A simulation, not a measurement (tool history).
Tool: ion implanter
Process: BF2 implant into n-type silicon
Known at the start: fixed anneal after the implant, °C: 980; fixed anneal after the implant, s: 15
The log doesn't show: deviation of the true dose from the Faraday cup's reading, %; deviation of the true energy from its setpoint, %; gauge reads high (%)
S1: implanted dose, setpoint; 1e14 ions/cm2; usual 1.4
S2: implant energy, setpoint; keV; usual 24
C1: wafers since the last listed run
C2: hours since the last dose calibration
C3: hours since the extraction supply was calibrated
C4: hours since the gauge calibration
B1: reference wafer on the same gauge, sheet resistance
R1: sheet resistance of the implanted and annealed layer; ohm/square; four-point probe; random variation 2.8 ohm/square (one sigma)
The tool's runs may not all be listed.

run	day	S1	S2	C1	C2	C3	C4	B1	R1
1	0	1.4	24	0	386.6	3398.7	1173.3	894.8	763.58
2	1.958	1.4	24	462	433.6	3445.7	1220.3	895.68	762.7
# day 3.088: Faraday cup replaced and dose calibrated
3	4.529	1.4	24	528	34.6	3507.4	1282	896.29	763
4	6.512	1.4	24	468	82.2	3555	1329.6	896.12	767.49
5	8.146	1.4	24	385	121.4	3594.2	1368.8	896.32	766.43
6	9.554	1.4	24	332	155.2	3628	1402.6	896.43	762.47
7	10.612	1.4	24	249	180.6	3653.4	1428	897.46	764.61
8	13.367	1.4	24	649	246.7	3719.5	1494.1	897.27	766.97
9	15.975	1.4	24	615	309.3	3782.1	1556.7	897.37	760.28
# day 21.054: gauge calibrated
10	22.096	1.17	24	1444	456.2	3929	25	867.53	859.43
11	24.483	1.1	24	563	513.5	3986.3	82.3	872.07	914.06
# day 26.129: Faraday cup replaced and dose calibrated
12	26.15	1.1	24	314	0.5	4026.3	122.3	874.17	904.13
13	27.521	1.1	24	323	33.4	4059.2	155.2	876.76	917.55
14	28.642	1.54	30.5	264	60.3	4086.1	182.1	878.22	668.45
15	30.946	1.54	30.5	543	115.6	4141.4	237.4	880.19	672.35
# day 31.362: extraction supply calibrated
16	33.112	1.4	21.5	432	167.6	42	289.4	882.67	766.36
17	35.879	1.4	17	652	234	108.4	355.8	884.92	789.45
18	37.396	1.66	29	357	270.4	144.8	392.2	885.5	642.72
19	40.379	1.18	30	704	342	216.4	463.8	888.06	839.9
20	43.025	1.21	27	624	405.5	279.9	527.3	890.23	838.89
21	45.046	1.73	24	476	454	328.4	575.8	891.28	633.71
22	46.733	1.09	17.5	398	494.5	368.9	616.3	892.57	993.52
23	48.946	1.4	24	522	547.6	422	669.4	893.54	760.3
# day 49.921: Faraday cup replaced and dose calibrated
24	50.467	1.4	24	280	13.1	458.5	705.9	894.35	761.03
25	51.629	1.4	24	274	41	486.4	733.8	894.3	766.8
26	54.308	1.4	24	632	105.3	550.7	798.1	896.47	765.7
27	55.579	1.09	24	299	135.8	581.2	828.6	896.72	944.9
28	58.204	1.4	29	619	198.8	644.2	891.6	897.82	740.79
29	61.592	1.13	29.5	799	280.1	725.5	972.9	899.02	882.15
30	63.567	1.4	24	466	327.5	772.9	1020.3	900.03	767.09
31	66.471	1.55	24	685	397.2	842.6	1090	900.62	705.14
32	67.638	1.4	24	275	425.2	870.6	1118	899.79	763.46

Hidden state at the last listed run before each entry between runs and at the first one after, where it differs:
Between runs 2 and 3: Faraday cup replaced and dose calibrated (day 3.088)
  gauge reads high (%): 4.24 -> 4.29
  measured less the result without the state, R1: +31.02 -> +31.42 ohm/square
Between runs 9 and 10: gauge calibrated (day 21.054)
  gauge reads high (%): 4.48 -> 1.09
  measured less the result without the state, R1: +32.62 -> +9.24 ohm/square
Between runs 11 and 12: Faraday cup replaced and dose calibrated (day 26.129)
  gauge reads high (%): 1.5 -> 1.77
  measured less the result without the state, R1: +13.53 -> +15.71 ohm/square
Between runs 15 and 16: extraction supply calibrated (day 31.362)
  gauge reads high (%): 2.44 -> 2.7
  measured less the result without the state, R1: +16.01 -> +20.15 ohm/square
Between runs 23 and 24: Faraday cup replaced and dose calibrated (day 49.921)
  gauge reads high (%): 4.04 -> 4.13
  measured less the result without the state, R1: +29.53 -> +30.18 ohm/square
